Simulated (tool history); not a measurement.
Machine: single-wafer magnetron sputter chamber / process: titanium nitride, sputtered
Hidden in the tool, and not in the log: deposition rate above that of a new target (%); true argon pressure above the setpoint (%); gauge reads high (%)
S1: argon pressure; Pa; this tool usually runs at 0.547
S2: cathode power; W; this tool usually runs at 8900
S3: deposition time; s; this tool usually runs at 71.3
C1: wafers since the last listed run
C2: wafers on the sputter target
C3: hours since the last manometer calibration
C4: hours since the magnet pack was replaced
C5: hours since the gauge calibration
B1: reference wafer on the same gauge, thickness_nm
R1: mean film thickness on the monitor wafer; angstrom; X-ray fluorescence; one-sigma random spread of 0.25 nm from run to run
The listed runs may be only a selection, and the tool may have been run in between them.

| run | day | S1 | S2 | S3 | C1 | C2 | C3 | C4 | C5 | B1 | R1 |
|---|---|---|---|---|---|---|---|---|---|---|---|
| 1 | 0.000 | 0.547 | 8900 | 74.8 | 0 | 3587 | 2353.6 | 10462.1 | 128.6 | 112.980 | 1109.06 |
| 2 | 0.788 | 0.547 | 8900 | 71.3 | 319 | 3907 | 2372.5 | 10481.0 | 147.5 | 113.062 | 1050.31 |
| 3 | 2.029 | 0.547 | 8900 | 71.3 | 504 | 4411 | 2402.3 | 10510.8 | 177.3 | 113.024 | 1047.40 |
| 4 | 3.325 | 0.547 | 8900 | 71.3 | 526 | 4938 | 2433.4 | 10541.9 | 208.4 | 113.010 | 1046.35 |
| 5 | 4.796 | 0.547 | 8900 | 71.3 | 597 | 5535 | 2468.7 | 10577.2 | 243.7 | 112.990 | 1042.97 |
| 6 | 5.412 | 0.547 | 8900 | 71.3 | 250 | 5785 | 2483.5 | 10592.0 | 258.5 | 113.035 | 1042.47 |
|  | 5.725 | gauge calibrated |
|  | 6.154 | sputter target and shields replaced |
| 7 | 6.175 | 0.547 | 8900 | 71.3 | 174 | 9 | 2501.8 | 10610.3 | 10.8 | 113.013 | 1076.42 |
| 8 | 6.983 | 0.359 | 8900 | 71.3 | 328 | 337 | 2521.2 | 10629.7 | 30.2 | 113.036 | 1146.20 |
| 9 | 8.079 | 0.547 | 8900 | 61.8 | 444 | 782 | 2547.5 | 10656.0 | 56.5 | 113.029 | 926.35 |
|  | 9.700 | capacitance manometer re-zeroed and calibrated |
|  | 9.929 | magnet pack replaced |
| 10 | 9.950 | 0.752 | 7200 | 84.5 | 532 | 1314 | 6.0 | 0.5 | 101.4 | 113.028 | 951.56 |
| 11 | 10.446 | 0.606 | 9550 | 75.8 | 201 | 1515 | 17.9 | 12.4 | 113.3 | 112.989 | 1195.37 |
| 12 | 11.767 | 0.465 | 8900 | 60.2 | 536 | 2052 | 49.6 | 44.1 | 145.0 | 112.992 | 922.38 |
| 13 | 12.571 | 0.547 | 8900 | 71.3 | 326 | 2378 | 68.9 | 63.4 | 164.3 | 113.044 | 1059.27 |
| 14 | 13.312 | 0.468 | 9950 | 77.8 | 301 | 2679 | 86.7 | 81.2 | 182.1 | 113.027 | 1327.81 |

Measured minus without-hidden-state, run by run (identical run-to-run variation in each term; gauge scatter may differ):
| run | R1 |
|---|---|
| 1 | -23.23 |
| 2 | -23.95 |
| 3 | -26.96 |
| 4 | -30.15 |
| 5 | -33.73 |
| 6 | -35.26 |
| 7 | -2.32 |
| 8 | -4.57 |
| 9 | -6.01 |
| 10 | -10.25 |
| 11 | -14.24 |
| 12 | -13.81 |
| 13 | -17.85 |
| 14 | -24.67 |

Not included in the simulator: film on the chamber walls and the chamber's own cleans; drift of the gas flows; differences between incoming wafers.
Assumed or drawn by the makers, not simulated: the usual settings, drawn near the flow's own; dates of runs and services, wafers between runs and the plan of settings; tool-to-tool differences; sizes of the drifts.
